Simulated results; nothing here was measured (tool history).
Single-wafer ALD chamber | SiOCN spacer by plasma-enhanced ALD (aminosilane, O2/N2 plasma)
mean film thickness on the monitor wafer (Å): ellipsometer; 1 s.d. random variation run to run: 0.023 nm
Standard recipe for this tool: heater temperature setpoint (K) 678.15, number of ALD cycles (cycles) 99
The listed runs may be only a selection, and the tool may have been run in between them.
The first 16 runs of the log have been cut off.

run     day  heater temperature setpoint (K)  number of ALD cycles (cycles)  wafers since the last listed run  hours since the last thermocouple change  hours since the gauge calibration  read-back reference wafer on the same gauge, thickness_nm  mean film thickness on the monitor wafer (Å)
 17  17.092                           678.15                             99                                73                                    1741.9                              319.9                                                      6.111                                         64.84
 18  18.404                           686.15                             87                                69                                    1773.4                              351.4                                                      6.113                                         55.88
     19.592  -- thermocouple changed; heater temperature recalibrated
 19  19.612                           678.15                             99                                46                                       0.5                              380.4                                                      6.115                                         65.26
 20  20.638                           686.15                             87                                54                                      25.1                                405                                                      6.116                                          55.8
 21  21.662                           678.15                             99                                54                                      49.7                              429.6                                                      6.117                                         64.98
 22  22.346                           678.15                             99                                36                                      66.1                                446                                                      6.122                                         65.12
 23  23.721                           678.15                            106                                72                                      99.1                                479                                                      6.122                                         69.98
 24  24.629                           664.15                            114                                47                                     120.9                              500.8                                                      6.126                                         76.77
 25  26.042                           678.15                             99                                74                                     154.8                              534.7                                                      6.126                                         64.69
 26  27.271                           678.15                             99                                64                                     184.3                              564.2                                                      6.131                                         65.44
 27  28.617                           678.15                             99                                71                                     216.6                              596.5                                                      6.132                                         65.08
     28.708  -- gauge calibrated
 28  29.142                           683.15                             92                                27                                     229.2                               10.4                                                      6.015                                         58.62
 29  30.171                           691.15                             92                                54                                     253.9                               35.1                                                      6.037                                         57.57
 30  31.058                           665.15                            107                                46                                     275.2                               56.4                                                      6.052                                         71.04
 31    32.5                           664.15                             84                                76                                     309.8                                 91                                                      6.067                                         55.36
 32  33.912                           692.15                             99                                74                                     343.7                              124.9                                                      6.083                                         61.74
 33  35.108                           667.15                             99                                63                                     372.4                              153.6                                                      6.097                                          66.1
 34   36.45                           682.15                             99                                70                                     404.6                              185.8                                                      6.103                                         64.23

Forecast each of these 5 alternatives for the next run:
  A  36.475                           690.15                             99                                 1                                     405.2                              186.4                                                          ?                                             ?
  B  36.475                           670.15                            107                                 1                                     405.2                              186.4                                                          ?                                             ?
  C  36.475                           670.15                            112                                 1                                     405.2                              186.4                                                          ?                                             ?
  D  36.475                           667.15                             92                                 1                                     405.2                              186.4                                                          ?                                             ?
  E  36.475                           689.15                            108                                 1                                     405.2                              186.4                                                          ?                                             ?

run  read-back reference wafer on the same gauge, thickness_nm  mean film thickness on the monitor wafer (Å)
  A                                                      6.107                                         62.28
  B                                                      6.107                                         70.86
  C                                                      6.107                                         74.17
  D                                                      6.107                                         60.93
  E                                                      6.107                                         68.15
With the hidden condition removed and each run's random variation left untouched, the same runs would have given:
run  mean film thickness on the monitor wafer (Å)
  A                                          61.2
  B                                         69.63
  C                                         72.88
  D                                         59.87
  E                                         66.96
